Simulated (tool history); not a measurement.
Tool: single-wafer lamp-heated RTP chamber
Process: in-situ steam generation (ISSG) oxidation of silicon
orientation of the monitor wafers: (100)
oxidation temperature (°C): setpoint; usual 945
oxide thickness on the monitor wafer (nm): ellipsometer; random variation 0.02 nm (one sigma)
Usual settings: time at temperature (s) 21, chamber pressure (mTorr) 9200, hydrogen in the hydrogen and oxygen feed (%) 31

run   hour  oxidation temperature (°C)  time at temperature (s)  chamber pressure (mTorr)  hydrogen in the hydrogen and oxygen feed (%)  wafers since the last listed run  wafers since the last pyrometer calibration  hours since the pressure gauge was zeroed  hours since the hydrogen flow controller was replaced  hours since the gauge calibration  read-back reference wafer on the same gauge, thickness  oxide thickness on the monitor wafer (nm)
  1      0                         950                       21                      9200                                            32                                 0                                         3138                                     4667.9                                                 2964.3                                 62                                                   3.421                                      4.377
  2   25.9                         950                       21                      9200                                            32                               324                                         3462                                     4693.8                                                 2990.2                               87.9                                                   3.417                                      4.357
  3   57.6                         938                       21                      9200                                            31                               397                                         3859                                     4725.5                                                 3021.9                              119.6                                                   3.424                                      4.183
  4   84.9                         938                       21                      9200                                            31                               342                                         4202                                     4752.8                                                 3049.2                              146.9                                                    3.42                                       4.25
  5  104.8                         938                       21                      9200                                            31                               249                                         4451                                     4772.7                                                 3069.1                              166.8                                                    3.42                                      4.202
  6  117.6                         945                       21                      9200                                            31                               160                                         4611                                     4785.5                                                 3081.9                              179.6                                                   3.419                                      4.299
  7  136.2                         933                       21                      9200                                            31                               233                                         4844                                     4804.1                                                 3100.5                              198.2                                                   3.418                                      4.175
     140.7  -- gauge calibrated
     154.4  -- pyrometer window cleaned and pyrometer calibrated
  8  168.6                         945                       21                      9200                                            32                               305                                          177                                     4836.5                                                 3132.9                               27.9                                                   3.419                                      4.227
  9    202                         945                       21                      8700                                            31                               418                                          596                                     4869.9                                                 3166.3                               61.3                                                    3.42                                      4.243
 10  232.6                         945                       21                      8600                                            27                               383                                          979                                     4900.5                                                 3196.9                               91.9                                                   3.421                                      4.115
     252.7  -- hydrogen flow controller replaced
 11  253.2                         951                       17                      9200                                            32                               157                                         1137                                     4921.1                                                    0.5                              112.5                                                    3.42                                      3.963
       282  -- pressure gauge zeroed
 12  282.5                         933                       17                      9200                                            32                               266                                         1404                                        0.5                                                   29.8                              141.8                                                   3.424                                      3.799
     309.1  -- gauge calibrated
 13  324.8                         945                       21                      9200                                            31                               529                                         1934                                       42.8                                                   72.1                               15.7                                                   3.416                                      4.208
 14    345                         945                       25                      9200                                            31                               253                                         2187                                         63                                                   92.3                               35.9                                                   3.418                                      4.548
 15  359.1                         962                       21                      7700                                            28                               176                                         2364                                       77.1                                                  106.4                                 50                                                   3.419                                      4.412
 16  375.4                         958                       21                      8500                                            22                               204                                         2568                                       93.4                                                  122.7                               66.3                                                    3.42                                      4.093

Forecast each of these 3 alternatives for the next run:
  A  375.8                         945                       21                      9200                                            31                                 5                                         2573                                       93.8                                                  123.1                               66.7                                                       ?                                          ?
  B  375.8                         932                       24                      7900                                            32                                 5                                         2573                                       93.8                                                  123.1                               66.7                                                       ?                                          ?
  C  375.8                         934                       21                      9200                                            31                                 5                                         2573                                       93.8                                                  123.1                               66.7                                                       ?                                          ?

run  read-back reference wafer on the same gauge, thickness  oxide thickness on the monitor wafer (nm)
  A                                                   3.414                                      4.266
  B                                                   3.414                                      4.439
  C                                                   3.414                                       4.13
Without the tool's hidden state the same runs would have given:
run  oxide thickness on the monitor wafer (nm)
  A                                      4.225
  B                                      4.397
  C                                      4.093

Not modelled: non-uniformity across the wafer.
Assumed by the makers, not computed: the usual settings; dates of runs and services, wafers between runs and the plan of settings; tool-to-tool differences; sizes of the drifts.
